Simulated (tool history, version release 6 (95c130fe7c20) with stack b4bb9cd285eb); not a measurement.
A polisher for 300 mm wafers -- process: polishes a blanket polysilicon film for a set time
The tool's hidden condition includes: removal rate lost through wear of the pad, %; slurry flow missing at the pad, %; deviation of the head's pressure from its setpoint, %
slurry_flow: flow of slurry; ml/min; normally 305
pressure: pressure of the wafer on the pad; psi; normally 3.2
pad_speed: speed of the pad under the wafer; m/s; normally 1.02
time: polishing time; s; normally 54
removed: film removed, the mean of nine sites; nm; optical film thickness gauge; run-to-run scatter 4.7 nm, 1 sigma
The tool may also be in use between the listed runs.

run    hour  slurry_flow  pressure  pad_speed  time  wafers since the last listed run  wafers polished on this pad  hours since the slurry nozzle was cleaned  hours since the head pressure was calibrated  incoming thickness of the incoming film, nm  removed
  1     0.0          305       2.9       1.02    54                                 0                          482                                      164.8                                         443.3                                       2390.5    513.8
  2    23.3          305       3.2       1.02    54                               211                          693                                      188.1                                         466.6                                       2347.8    570.8
  3    53.8          305       3.2       1.02    54                               276                          970                                      218.6                                         497.1                                       2386.0    566.1
  4    66.5          305       3.2       1.02    54                               115                         1085                                      231.3                                         509.8                                       2342.8    568.2
  5    81.7          305       3.2       1.02    54                               137                         1223                                      246.5                                         525.0                                       2363.4    570.1
  6    98.8          305       3.2       1.02    54                               155                         1378                                      263.6                                         542.1                                       2399.2    563.9
      130.1  -- worn pad replaced by a new one
  7   130.6          305       3.7       1.02    54                               252                            4                                      295.4                                         573.9                                       2407.4    656.1
  8   143.4          305       3.7       1.02    54                               116                          120                                      308.2                                         586.7                                       2366.9    647.7
  9   162.5          305       3.2       1.02    54                               173                          294                                      327.3                                         605.8                                       2361.7    567.4
 10   194.7          305       3.2       1.02    54                               291                          586                                      359.5                                         638.0                                       2416.0    565.3
 11   227.2          235       3.2       1.02    54                               294                          880                                      392.0                                         670.5                                       2365.9    544.9
 12   252.7          235       3.2       1.02    54                               231                         1111                                      417.5                                         696.0                                       2392.6    549.5
 13   279.4          235       3.2       1.02    54                               242                         1353                                      444.2                                         722.7                                       2357.6    551.8
      307.7  -- worn pad replaced by a new one
 14   308.2          305       2.3       1.22    54                               224                            4                                      473.0                                         751.5                                       2368.6    463.6
 15   325.2          305       2.3       1.22    54                               154                          158                                      490.0                                         768.5                                       2398.7    464.9
 16   360.1          305       2.3       1.22    54                               316                          474                                      524.9                                         803.4                                       2342.5    469.2
      432.5  -- head pressure recalibrated
 17   437.1          305       3.2       1.02    54                               679                         1154                                      601.9                                           4.6                                       2350.9    564.1
 18   467.7          305       3.2       1.02    54                               277                         1432                                      632.5                                          35.2                                       2342.4    565.9
      493.5  -- slurry nozzle cleaned
 19   498.8          210       2.8       1.02    63                               272                         1705                                        5.3                                          66.3                                       2396.5    553.6
 20   515.2          250       3.2       1.02    54                               148                         1853                                       21.7                                          82.7                                       2380.6    561.0
      530.1  -- worn pad replaced by a new one
 21   542.3          380       3.2       1.02    54                               209                          110                                       48.8                                         109.8                                       2388.7    570.5
 22   568.0          255       3.2       0.78    47                               232                          343                                       74.5                                         135.5                                       2352.0    394.1
 23   584.6          210       3.2       0.86    45                               150                          494                                       91.1                                         152.1                                       2388.6    395.3
 24   616.1          305       3.2       1.02    54                               285                          780                                      122.6                                         183.6                                       2395.5    564.3
 25   717.8          305       3.2       1.02    54                               921                         1701                                      224.3                                         285.3                                       2396.9    565.1
 26   735.8          305       2.6       0.86    63                               163                         1865                                      242.3                                         303.3                                       2395.0    471.2
      747.3  -- worn pad replaced by a new one
 27   748.4          305       2.3       1.02    43                                77                            9                                      254.9                                         315.9                                       2441.6    323.2
 28   794.1          305       3.2       1.02    54                               414                          424                                      300.6                                         361.6                                       2417.9    567.2
 29   806.9          380       3.7       1.24    54                               116                          540                                      313.4                                         374.4                                       2386.2    772.9
 30   834.2          395       3.2       0.72    54                               247                          787                                      340.7                                         401.7                                       2406.9    463.0
 31   865.0          305       2.8       1.02    67                               279                         1066                                      371.5                                         432.5                                       2425.2    626.9
 32   892.3          250       2.4       0.86    65                               247                         1314                                      398.8                                         459.8                                       2377.6    436.6
 33   922.6          305       3.2       0.86    62                               274                         1588                                      429.1                                         490.1                                       2357.5    573.1
 34   946.8          350       3.9       1.02    54                               219                         1808                                      453.3                                         514.3                                       2432.2    707.5
 35   960.2          305       3.2       1.02    54                               121                         1929                                      466.7                                         527.7                                       2379.1    576.0
      967.5  -- worn pad replaced by a new one
 36   996.1          305       3.6       0.78    67                               289                          259                                      502.6                                         563.6                                       2363.7    660.8
 37  1014.5          230       3.2       1.18    48                               166                          425                                      521.0                                         582.0                                       2353.2    539.9

What the log doesn't show, run by run:
removal rate lost through wear of the pad, %: 0 at every run
slurry flow missing at the pad, %: 0 at every run
deviation of the head's pressure from its setpoint, %: 0 at every run

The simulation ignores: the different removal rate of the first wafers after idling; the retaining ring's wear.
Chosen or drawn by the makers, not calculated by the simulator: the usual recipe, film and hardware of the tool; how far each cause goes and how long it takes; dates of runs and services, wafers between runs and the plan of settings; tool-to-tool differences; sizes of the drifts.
